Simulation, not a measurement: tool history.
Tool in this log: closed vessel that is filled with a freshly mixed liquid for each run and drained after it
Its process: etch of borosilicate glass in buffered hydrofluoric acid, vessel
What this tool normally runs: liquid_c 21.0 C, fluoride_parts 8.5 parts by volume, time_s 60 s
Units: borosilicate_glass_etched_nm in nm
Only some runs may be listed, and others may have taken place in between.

run,hour,liquid_c,fluoride_parts,time_s,wafers since the last listed run,hours since the thermometer was replaced,hours since the hydrofluoric acid flow meter was replaced,hours since the gauge calibration,"read-back film thickness of the borosilicate glass reference wafer, read on the same gauge (nm)",borosilicate_glass_etched_nm
1,0.0,24.0,8.5,60,0,1269.2,1236.6,559.7,30.02,80.88
2,35.8,24.0,8.5,60,2782,1305.0,1272.4,595.5,29.99,80.90
3,70.3,24.0,8.5,60,2681,1339.5,1306.9,630.0,30.01,80.78
4,113.4,21.0,8.5,50,3349,1382.6,1350.0,673.1,30.00,57.26
5,165.0,21.0,8.5,50,4009,1434.2,1401.6,724.7,30.01,57.35
6,196.9,21.0,8.5,60,2479,1466.1,1433.5,756.6,29.99,68.82
7,261.0,21.0,8.5,60,4981,1530.2,1497.6,820.7,30.01,68.71
8,312.4,21.0,7.5,50,3994,1581.6,1549.0,872.1,30.01,65.42
9,370.4,21.0,7.5,50,4507,1639.6,1607.0,930.1,30.02,65.25
10,423.3,21.0,8.5,60,4111,1692.5,1659.9,983.0,30.01,68.38
11,455.2,21.0,8.5,60,2479,1724.4,1691.8,1014.9,29.99,68.76
12,518.5,20.0,8.5,60,4919,1787.7,1755.1,1078.2,29.98,64.49
# hour 581.2: hydrofluoric acid flow meter replaced
13,665.0,21.0,8.5,60,11307,1934.2,83.8,1224.7,29.99,70.65
14,715.3,18.5,8.5,60,3908,1984.5,134.1,1275.0,30.00,61.72
15,762.9,21.0,8.5,60,3699,2032.1,181.7,1322.6,30.01,70.24
16,799.5,22.5,5.5,75,2844,2068.7,218.3,1359.2,29.99,147.39
# hour 807.3: gauge calibrated
17,837.4,21.0,8.5,60,2945,2106.6,256.2,30.1,30.02,70.14
# hour 942.6: thermometer replaced
18,944.5,21.0,8.5,60,8245,1.9,363.3,137.2,29.97,70.22
19,998.4,23.0,8.5,75,4188,55.8,417.2,191.1,30.00,97.37
20,1033.7,21.0,8.5,95,2743,91.1,452.5,226.4,30.02,111.10
21,1058.3,21.0,8.5,60,1911,115.7,477.1,251.0,29.99,70.07
22,1100.4,21.0,6.5,60,3271,157.8,519.2,293.1,30.01,93.68
23,1148.8,18.0,7.5,60,3761,206.2,567.6,341.5,29.97,68.17
24,1191.2,23.5,5.5,35,3295,248.6,610.0,383.9,30.01,71.83
25,1256.6,21.0,8.5,60,5082,314.0,675.4,449.3,30.00,70.17
26,1285.9,24.5,10.5,45,2276,343.3,704.7,478.6,29.99,52.85
27,1329.3,23.0,11.5,80,3372,386.7,748.1,522.0,30.02,79.28
28,1358.1,21.0,5.0,95,2238,415.5,776.9,550.8,29.99,185.09
29,1422.1,21.0,8.5,60,4973,479.5,840.9,614.8,29.99,69.51
30,1475.9,21.0,8.5,60,4180,533.3,894.7,668.6,30.04,70.00
31,1522.6,24.0,10.5,40,3629,580.0,941.4,715.3,29.99,45.51
32,1588.7,21.0,10.0,75,5136,646.1,1007.5,781.4,30.00,76.18

Hidden state or all else? Some run-to-run changes of borosilicate_glass_etched_nm, split into what the settings, what came in and random variation would give without the hidden state, and what is left for the hidden state (with any gauge scatter that isn't in both results):
Unlogged tool condition in this case: liquid hotter than its thermometer reads (K); hydrofluoric acid flow below the setpoint (%); gauge reads high (%).
Run 12 -> 13: liquid_c 20.0 -> 21.0, hydrofluoric acid flow meter replaced. borosilicate_glass_etched_nm +6.16 nm: hidden state +2.37, all else +3.79.
Run 16 -> 17: liquid_c 22.5 -> 21.0, fluoride_parts 5.5 -> 8.5, time_s 75 -> 60, gauge calibrated. borosilicate_glass_etched_nm -77.25 nm: hidden state +0.29, all else -77.54.
Run 27 -> 28: liquid_c 23.0 -> 21.0, fluoride_parts 11.5 -> 5.0, time_s 80 -> 95. borosilicate_glass_etched_nm +105.81 nm: hidden state -1.51, all else +107.32.
Run 28 -> 29: fluoride_parts 5.0 -> 8.5, time_s 95 -> 60. borosilicate_glass_etched_nm -115.58 nm: hidden state +1.40, all else -116.98.
